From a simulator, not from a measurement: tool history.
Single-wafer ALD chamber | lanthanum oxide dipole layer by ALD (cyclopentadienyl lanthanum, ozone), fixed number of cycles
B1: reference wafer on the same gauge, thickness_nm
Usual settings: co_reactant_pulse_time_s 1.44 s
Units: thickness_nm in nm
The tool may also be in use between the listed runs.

{"run": 1, "hour": 0.0, "co_reactant_pulse_time_s": 1.44, "B1": 0.479, "thickness_nm": 0.594}
{"run": 2, "hour": 53.9, "co_reactant_pulse_time_s": 1.44, "B1": 0.479, "thickness_nm": 0.593}
{"run": 3, "hour": 119.2, "co_reactant_pulse_time_s": 1.44, "B1": 0.479, "thickness_nm": 0.592}
{"run": 4, "hour": 212.3, "co_reactant_pulse_time_s": 1.44, "B1": 0.479, "thickness_nm": 0.592}
{"run": 5, "hour": 288.5, "co_reactant_pulse_time_s": 1.44, "B1": 0.479, "thickness_nm": 0.59}
{"run": 6, "hour": 390.6, "co_reactant_pulse_time_s": 1.44, "B1": 0.479, "thickness_nm": 0.591}
{"run": 7, "hour": 452.9, "co_reactant_pulse_time_s": 1.44, "B1": 0.479, "thickness_nm": 0.587}
{"run": 8, "hour": 501.5, "co_reactant_pulse_time_s": 1.44, "B1": 0.479, "thickness_nm": 0.587}
{"run": 9, "hour": 568.6, "co_reactant_pulse_time_s": 1.44, "B1": 0.479, "thickness_nm": 0.585}
{"hour": 600.0, "done": "thermocouple changed; heater temperature recalibrated"}
{"run": 10, "hour": 674.2, "co_reactant_pulse_time_s": 1.44, "B1": 0.479, "thickness_nm": 0.585}
{"run": 11, "hour": 776.3, "co_reactant_pulse_time_s": 1.44, "B1": 0.479, "thickness_nm": 0.584}
{"hour": 785.3, "done": "gauge calibrated"}
{"run": 12, "hour": 834.5, "co_reactant_pulse_time_s": 1.44, "B1": 0.479, "thickness_nm": 0.584}
{"run": 13, "hour": 918.4, "co_reactant_pulse_time_s": 1.18, "B1": 0.479, "thickness_nm": 0.555}
{"hour": 943.1, "done": "ozone generator serviced"}
{"run": 14, "hour": 1010.3, "co_reactant_pulse_time_s": 1.97, "B1": 0.479, "thickness_nm": 0.617}
{"hour": 1037.5, "done": "showerhead replaced"}
{"run": 15, "hour": 1106.2, "co_reactant_pulse_time_s": 1.19, "B1": 0.479, "thickness_nm": 0.573}
{"run": 16, "hour": 1173.7, "co_reactant_pulse_time_s": 1.64, "B1": 0.479, "thickness_nm": 0.601}
{"run": 17, "hour": 1244.4, "co_reactant_pulse_time_s": 1.29, "B1": 0.479, "thickness_nm": 0.582}
{"run": 18, "hour": 1293.5, "co_reactant_pulse_time_s": 1.1, "B1": 0.479, "thickness_nm": 0.561}
{"run": 19, "hour": 1350.1, "co_reactant_pulse_time_s": 0.98, "B1": 0.479, "thickness_nm": 0.545}
{"run": 20, "hour": 1405.3, "co_reactant_pulse_time_s": 1.2, "B1": 0.479, "thickness_nm": 0.572}
{"run": 21, "hour": 1505.7, "co_reactant_pulse_time_s": 1.81, "B1": 0.479, "thickness_nm": 0.608}

5 ways to go on from here, each from the tool as it stands after run 21. What would each give?
{"run": "A", "hour": 1506.1, "co_reactant_pulse_time_s": 0.95, "B1": "?", "thickness_nm": "?"}
{"run": "B", "hour": 1506.1, "co_reactant_pulse_time_s": 1.04, "B1": "?", "thickness_nm": "?"}
{"run": "C", "hour": 1506.1, "co_reactant_pulse_time_s": 1.8, "B1": "?", "thickness_nm": "?"}
{"run": "D", "hour": 1506.1, "co_reactant_pulse_time_s": 1.63, "B1": "?", "thickness_nm": "?"}
{"run": "E", "hour": 1506.1, "co_reactant_pulse_time_s": 1.65, "B1": "?", "thickness_nm": "?"}

run=A B1=0.479 thickness_nm=0.540
run=B B1=0.479 thickness_nm=0.553
run=C B1=0.479 thickness_nm=0.609
run=D B1=0.479 thickness_nm=0.602
run=E B1=0.479 thickness_nm=0.603
Without the tool's hidden state the same runs would have given:
run=A thickness_nm=0.546
run=B thickness_nm=0.558
run=C thickness_nm=0.611
run=D thickness_nm=0.604
run=E thickness_nm=0.605
